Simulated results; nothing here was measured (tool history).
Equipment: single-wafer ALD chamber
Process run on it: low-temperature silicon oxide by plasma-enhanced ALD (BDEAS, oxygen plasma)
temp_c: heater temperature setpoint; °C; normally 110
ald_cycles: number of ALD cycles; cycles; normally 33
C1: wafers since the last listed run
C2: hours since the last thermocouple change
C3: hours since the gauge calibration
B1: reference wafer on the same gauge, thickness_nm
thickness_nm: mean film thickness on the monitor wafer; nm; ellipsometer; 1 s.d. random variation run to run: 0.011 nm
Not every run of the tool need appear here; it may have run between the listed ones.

{"run": 1, "hour": 0.0, "temp_c": 98, "ald_cycles": 33, "C1": 0, "C2": 966.9, "C3": 1942.6, "B1": 4.0, "thickness_nm": 4.42}
{"run": 2, "hour": 66.5, "temp_c": 98, "ald_cycles": 33, "C1": 453, "C2": 1033.4, "C3": 2009.1, "B1": 4.001, "thickness_nm": 4.418}
{"run": 3, "hour": 150.3, "temp_c": 98, "ald_cycles": 33, "C1": 571, "C2": 1117.2, "C3": 2092.9, "B1": 4.003, "thickness_nm": 4.401}
{"run": 4, "hour": 228.6, "temp_c": 100, "ald_cycles": 36, "C1": 533, "C2": 1195.5, "C3": 2171.2, "B1": 4.0, "thickness_nm": 4.785}
{"run": 5, "hour": 294.2, "temp_c": 100, "ald_cycles": 36, "C1": 447, "C2": 1261.1, "C3": 2236.8, "B1": 4.001, "thickness_nm": 4.792}
{"run": 6, "hour": 354.1, "temp_c": 100, "ald_cycles": 36, "C1": 408, "C2": 1321.0, "C3": 2296.7, "B1": 4.002, "thickness_nm": 4.799}
{"run": 7, "hour": 435.4, "temp_c": 110, "ald_cycles": 33, "C1": 554, "C2": 1402.3, "C3": 2378.0, "B1": 3.999, "thickness_nm": 4.283}
{"run": 8, "hour": 522.0, "temp_c": 110, "ald_cycles": 31, "C1": 590, "C2": 1488.9, "C3": 2464.6, "B1": 4.001, "thickness_nm": 4.011}
{"run": 9, "hour": 593.9, "temp_c": 114, "ald_cycles": 29, "C1": 490, "C2": 1560.8, "C3": 2536.5, "B1": 4.001, "thickness_nm": 3.746}
{"run": 10, "hour": 665.7, "temp_c": 114, "ald_cycles": 29, "C1": 489, "C2": 1632.6, "C3": 2608.3, "B1": 4.0, "thickness_nm": 3.727}
{"run": 11, "hour": 742.0, "temp_c": 114, "ald_cycles": 29, "C1": 520, "C2": 1708.9, "C3": 2684.6, "B1": 3.999, "thickness_nm": 3.736}
{"run": 12, "hour": 825.8, "temp_c": 110, "ald_cycles": 33, "C1": 571, "C2": 1792.7, "C3": 2768.4, "B1": 4.0, "thickness_nm": 4.268}
{"run": 13, "hour": 881.5, "temp_c": 110, "ald_cycles": 33, "C1": 379, "C2": 1848.4, "C3": 2824.1, "B1": 4.0, "thickness_nm": 4.296}
{"run": 14, "hour": 942.8, "temp_c": 110, "ald_cycles": 36, "C1": 417, "C2": 1909.7, "C3": 2885.4, "B1": 4.002, "thickness_nm": 4.692}
{"run": 15, "hour": 982.6, "temp_c": 110, "ald_cycles": 33, "C1": 271, "C2": 1949.5, "C3": 2925.2, "B1": 3.999, "thickness_nm": 4.296}
{"run": 16, "hour": 1045.4, "temp_c": 110, "ald_cycles": 33, "C1": 428, "C2": 2012.3, "C3": 2988.0, "B1": 3.999, "thickness_nm": 4.292}
{"hour": 1063.5, "done": "gauge calibrated"}
{"run": 17, "hour": 1113.6, "temp_c": 100, "ald_cycles": 33, "C1": 465, "C2": 2080.5, "C3": 50.1, "B1": 4.001, "thickness_nm": 4.442}
{"run": 18, "hour": 1193.7, "temp_c": 100, "ald_cycles": 33, "C1": 546, "C2": 2160.6, "C3": 130.2, "B1": 4.0, "thickness_nm": 4.446}
{"run": 19, "hour": 1290.8, "temp_c": 100, "ald_cycles": 33, "C1": 662, "C2": 2257.7, "C3": 227.3, "B1": 4.001, "thickness_nm": 4.437}
{"run": 20, "hour": 1367.5, "temp_c": 110, "ald_cycles": 38, "C1": 523, "C2": 2334.4, "C3": 304.0, "B1": 4.0, "thickness_nm": 4.964}
{"run": 21, "hour": 1463.7, "temp_c": 110, "ald_cycles": 38, "C1": 655, "C2": 2430.6, "C3": 400.2, "B1": 4.001, "thickness_nm": 4.978}
{"run": 22, "hour": 1499.9, "temp_c": 110, "ald_cycles": 33, "C1": 246, "C2": 2466.8, "C3": 436.4, "B1": 4.0, "thickness_nm": 4.312}
{"run": 23, "hour": 1538.4, "temp_c": 114, "ald_cycles": 29, "C1": 262, "C2": 2505.3, "C3": 474.9, "B1": 4.001, "thickness_nm": 3.752}
{"run": 24, "hour": 1603.5, "temp_c": 110, "ald_cycles": 27, "C1": 443, "C2": 2570.4, "C3": 540.0, "B1": 4.001, "thickness_nm": 3.554}
{"run": 25, "hour": 1687.1, "temp_c": 125, "ald_cycles": 33, "C1": 570, "C2": 2654.0, "C3": 623.6, "B1": 4.0, "thickness_nm": 4.203}
{"run": 26, "hour": 1768.9, "temp_c": 99, "ald_cycles": 40, "C1": 557, "C2": 2735.8, "C3": 705.4, "B1": 4.0, "thickness_nm": 5.467}
{"hour": 1798.9, "done": "thermocouple changed; heater temperature recalibrated"}
{"run": 27, "hour": 1875.9, "temp_c": 123, "ald_cycles": 37, "C1": 675, "C2": 77.0, "C3": 812.4, "B1": 4.001, "thickness_nm": 4.674}
{"run": 28, "hour": 1922.9, "temp_c": 110, "ald_cycles": 39, "C1": 320, "C2": 124.0, "C3": 859.4, "B1": 3.999, "thickness_nm": 5.065}
{"run": 29, "hour": 1960.0, "temp_c": 120, "ald_cycles": 37, "C1": 252, "C2": 161.1, "C3": 896.5, "B1": 4.001, "thickness_nm": 4.684}
{"run": 30, "hour": 2058.6, "temp_c": 110, "ald_cycles": 33, "C1": 672, "C2": 259.7, "C3": 995.1, "B1": 3.998, "thickness_nm": 4.272}
{"run": 31, "hour": 2160.7, "temp_c": 110, "ald_cycles": 33, "C1": 696, "C2": 361.8, "C3": 1097.2, "B1": 3.999, "thickness_nm": 4.271}
{"run": 32, "hour": 2264.7, "temp_c": 124, "ald_cycles": 30, "C1": 709, "C2": 465.8, "C3": 1201.2, "B1": 3.999, "thickness_nm": 3.762}
{"run": 33, "hour": 2337.8, "temp_c": 110, "ald_cycles": 33, "C1": 498, "C2": 538.9, "C3": 1274.3, "B1": 4.0, "thickness_nm": 4.273}
{"run": 34, "hour": 2381.5, "temp_c": 98, "ald_cycles": 29, "C1": 297, "C2": 582.6, "C3": 1318.0, "B1": 3.999, "thickness_nm": 3.897}
{"run": 35, "hour": 2430.9, "temp_c": 122, "ald_cycles": 33, "C1": 336, "C2": 632.0, "C3": 1367.4, "B1": 4.0, "thickness_nm": 4.168}
{"run": 36, "hour": 2485.5, "temp_c": 102, "ald_cycles": 29, "C1": 372, "C2": 686.6, "C3": 1422.0, "B1": 4.0, "thickness_nm": 3.838}
{"run": 37, "hour": 2555.3, "temp_c": 106, "ald_cycles": 39, "C1": 475, "C2": 756.4, "C3": 1491.8, "B1": 4.0, "thickness_nm": 5.076}
{"run": 38, "hour": 2596.8, "temp_c": 97, "ald_cycles": 33, "C1": 282, "C2": 797.9, "C3": 1533.3, "B1": 3.999, "thickness_nm": 4.449}
{"run": 39, "hour": 2690.9, "temp_c": 110, "ald_cycles": 33, "C1": 641, "C2": 892.0, "C3": 1627.4, "B1": 3.999, "thickness_nm": 4.283}
{"run": 40, "hour": 2742.1, "temp_c": 98, "ald_cycles": 33, "C1": 349, "C2": 943.2, "C3": 1678.6, "B1": 3.999, "thickness_nm": 4.435}
{"run": 41, "hour": 2796.3, "temp_c": 110, "ald_cycles": 33, "C1": 369, "C2": 997.4, "C3": 1732.8, "B1": 3.999, "thickness_nm": 4.285}
{"run": 42, "hour": 2877.1, "temp_c": 115, "ald_cycles": 30, "C1": 550, "C2": 1078.2, "C3": 1813.6, "B1": 4.001, "thickness_nm": 3.851}
{"run": 43, "hour": 2950.8, "temp_c": 106, "ald_cycles": 33, "C1": 502, "C2": 1151.9, "C3": 1887.3, "B1": 4.0, "thickness_nm": 4.342}

Below are 4 alternative next runs, each starting from the tool's condition after run 43. Predict each:
{"run": "A", "hour": 2951.3, "temp_c": 110, "ald_cycles": 37, "C1": 3, "C2": 1152.4, "C3": 1887.8, "B1": "?", "thickness_nm": "?"}
{"run": "B", "hour": 2951.3, "temp_c": 99, "ald_cycles": 37, "C1": 3, "C2": 1152.4, "C3": 1887.8, "B1": "?", "thickness_nm": "?"}
{"run": "C", "hour": 2951.3, "temp_c": 110, "ald_cycles": 29, "C1": 3, "C2": 1152.4, "C3": 1887.8, "B1": "?", "thickness_nm": "?"}
{"run": "D", "hour": 2951.3, "temp_c": 105, "ald_cycles": 39, "C1": 3, "C2": 1152.4, "C3": 1887.8, "B1": "?", "thickness_nm": "?"}

run=A B1=3.999 thickness_nm=4.816
run=B B1=3.999 thickness_nm=4.974
run=C B1=3.999 thickness_nm=3.775
run=D B1=3.999 thickness_nm=5.130
Without the tool's hidden state the same runs would have given:
run=A thickness_nm=4.791
run=B thickness_nm=4.924
run=C thickness_nm=3.755
run=D thickness_nm=5.103
